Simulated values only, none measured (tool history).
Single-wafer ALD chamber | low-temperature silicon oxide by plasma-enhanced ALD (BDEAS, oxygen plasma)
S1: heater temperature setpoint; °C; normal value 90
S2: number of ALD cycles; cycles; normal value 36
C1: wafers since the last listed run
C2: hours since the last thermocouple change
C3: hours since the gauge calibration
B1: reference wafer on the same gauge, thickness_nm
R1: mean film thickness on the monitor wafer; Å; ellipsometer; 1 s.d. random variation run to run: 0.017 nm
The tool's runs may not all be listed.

run,hour,S1,S2,C1,C2,C3,B1,R1
1,0,97,30,0,1374.9,1189.7,4.79,45.87
2,41.4,97,30,295,1416.3,1231.1,4.79,45.82
# hour 58.7: thermocouple changed; heater temperature recalibrated
3,107.3,97,30,413,48.6,1297,4.794,45.99
4,166.7,90,36,423,108,1356.4,4.79,56.85
5,227.6,90,36,434,168.9,1417.3,4.791,57.05
6,301.7,90,36,528,243,1491.4,4.79,56.91
7,391.8,101,36,643,333.1,1581.5,4.793,54.69
8,433.7,101,36,299,375,1623.4,4.793,54.7
9,492.2,90,36,417,433.5,1681.9,4.786,56.48
10,560.2,90,36,485,501.5,1749.9,4.79,56.5
11,626.6,90,36,473,567.9,1816.3,4.79,56.14
12,679,83,31,374,620.3,1868.7,4.791,49.83
13,778.2,83,31,708,719.5,1967.9,4.791,49.74
14,879.2,83,31,720,820.5,2068.9,4.792,50.08
# hour 924.9: gauge calibrated
15,936.3,90,36,407,877.6,11.4,4.79,56.44
16,1031.5,82,34,679,972.8,106.6,4.79,55.03
17,1109.4,102,29,556,1050.7,184.5,4.789,43.86
18,1168.8,90,36,423,1110.1,243.9,4.79,56.42
19,1256,90,33,622,1197.3,331.1,4.79,51.47
20,1334.3,96,31,558,1275.6,409.4,4.789,47.2
# hour 1361.7: thermocouple changed; heater temperature recalibrated
21,1405.2,80,29,448,43.5,480.3,4.79,47.65
22,1451,82,32,326,89.3,526.1,4.788,52.48
23,1577.1,85,41,900,215.4,652.2,4.79,65.97
24,1777.8,90,36,1432,416.1,852.9,4.789,56.64
25,1865.6,100,40,626,503.9,940.7,4.792,60.69
26,1915.4,86,31,355,553.7,990.5,4.789,49.41
27,2020.1,101,34,747,658.4,1095.2,4.792,51.39
28,2121.2,90,36,721,759.5,1196.3,4.79,56.28
29,2185.3,90,36,457,823.6,1260.4,4.792,56.22

Below are 4 alternative next runs, each starting from the tool's condition after run 29. Predict each:
A,2185.8,90,36,3,824.1,1260.9,?,?
B,2185.8,95,40,3,824.1,1260.9,?,?
C,2185.8,90,40,3,824.1,1260.9,?,?
D,2185.8,95,36,3,824.1,1260.9,?,?

run,B1,R1
A,4.792,56.5
B,4.792,61.51
C,4.792,62.78
D,4.792,55.36
The same runs, with their run-to-run variation unchanged, on a tool lacking any hidden condition would have given:
run,R1
A,57.28
B,62.38
C,63.64
D,56.14

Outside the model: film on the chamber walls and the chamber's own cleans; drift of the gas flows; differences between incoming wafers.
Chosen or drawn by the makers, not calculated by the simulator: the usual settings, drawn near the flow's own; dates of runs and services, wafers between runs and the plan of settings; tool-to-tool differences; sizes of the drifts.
